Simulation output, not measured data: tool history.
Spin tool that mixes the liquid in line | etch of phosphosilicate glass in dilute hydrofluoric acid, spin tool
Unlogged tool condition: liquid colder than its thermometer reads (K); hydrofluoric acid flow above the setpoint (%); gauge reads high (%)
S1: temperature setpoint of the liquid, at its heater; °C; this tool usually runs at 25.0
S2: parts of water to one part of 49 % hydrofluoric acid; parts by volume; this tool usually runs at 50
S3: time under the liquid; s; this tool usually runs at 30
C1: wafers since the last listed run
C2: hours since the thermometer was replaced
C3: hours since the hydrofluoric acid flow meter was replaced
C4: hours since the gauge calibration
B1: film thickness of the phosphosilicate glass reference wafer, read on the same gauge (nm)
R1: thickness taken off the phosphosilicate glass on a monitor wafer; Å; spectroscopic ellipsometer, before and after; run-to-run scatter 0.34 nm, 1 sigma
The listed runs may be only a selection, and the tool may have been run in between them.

run   hour    S1  S2  S3   C1      C2     C3     C4      B1      R1
  1    0.0  25.0  50  25    0  1217.0  482.2  668.2  140.00   546.3
  2   20.1  25.0  50  30  361  1237.1  502.3  688.3  139.99   648.7
      31.6  -- gauge calibrated
  3   36.9  25.0  50  30  301  1253.9  519.1    5.3  140.02   650.7
  4   63.8  25.0  50  30  483  1280.8  546.0   32.2  139.98   662.8
  5   87.9  25.0  50  30  432  1304.9  570.1   56.3  140.01   658.2
      91.7  -- hydrofluoric acid flow meter replaced
  6  103.9  25.0  50  30  269  1320.9   12.2   72.3  140.00   609.6
  7  120.9  25.0  50  30  305  1337.9   29.2   89.3  140.00   610.5
  8  139.3  25.0  50  30  330  1356.3   47.6  107.7  140.00   609.1
  9  153.5  25.0  50  30  255  1370.5   61.8  121.9  140.00   609.5
     156.9  -- thermometer replaced
 10  171.0  25.0  50  45  296    14.1   79.3  139.4  139.99   923.4
 11  191.0  25.0  70  30  359    34.1   99.3  159.4  139.99   428.8
 12  216.5  25.0  50  30  458    59.6  124.8  184.9  140.00   614.5
 13  233.2  25.0  50  40  300    76.3  141.5  201.6  140.01   827.2
 14  249.2  23.0  50  20  287    92.3  157.5  217.6  139.98   381.1
 15  261.3  21.5  50  30  217   104.4  169.6  229.7  140.00   541.4
 16  291.0  25.0  35  30  533   134.1  199.3  259.4  140.01   916.3
 17  308.5  22.5  35  20  314   151.6  216.8  276.9  139.97   550.1
 18  339.0  23.5  60  30  547   182.1  247.3  307.4  140.02   486.9
 19  359.9  25.0  45  30  375   203.0  268.2  328.3  140.01   702.0
 20  395.1  22.5  25  20  632   238.2  303.4  363.5  140.02   787.5
 21  450.0  25.0  50  30  986   293.1  358.3  418.4  140.00   640.4
 22  468.0  25.0  50  30  323   311.1  376.3  436.4  140.00   640.0
 23  483.1  25.0  50  30  271   326.2  391.4  451.5  140.02   643.0
 24  508.1  27.5  35  30  449   351.2  416.4  476.5  140.02  1035.8
 25  525.7  25.0  50  30  316   368.8  434.0  494.1  140.00   638.3
 26  558.8  29.0  30  15  594   401.9  467.1  527.2  140.01   648.1
 27  577.0  25.0  50  30  326   420.1  485.3  545.4  139.97   651.6
 28  607.1  25.0  50  45  540   450.2  515.4  575.5  139.99   973.1
 29  640.4  25.0  50  20  598   483.5  548.7  608.8  140.01   438.3
     647.6  -- hydrofluoric acid flow meter replaced
 30  655.7  21.0  70  40  256   498.8    8.1  624.1  139.99   482.5
     657.9  -- gauge calibrated
 31  672.1  22.0  50  40  294   515.2   24.5   14.2  140.01   723.8
 32  712.1  23.5  60  15  718   555.2   64.5   54.2  139.99   240.7

Alternative continuations, all from the tool just after run 32; predict every row:
  A  712.5  25.0  30  30   7  555.6  64.9  54.6   ?   ?
  B  712.5  22.0  30  45   7  555.6  64.9  54.6   ?   ?
  C  712.5  28.0  65  45   7  555.6  64.9  54.6   ?   ?
  D  712.5  23.0  50  30   7  555.6  64.9  54.6   ?   ?

run      B1      R1
  A  140.00  1052.3
  B  140.00  1391.6
  C  140.00   783.4
  D  140.00   566.0
What these runs would have given with no unlogged condition in the tool:
run      R1
  A  1033.7
  B  1367.0
  C   769.0
  D   555.7
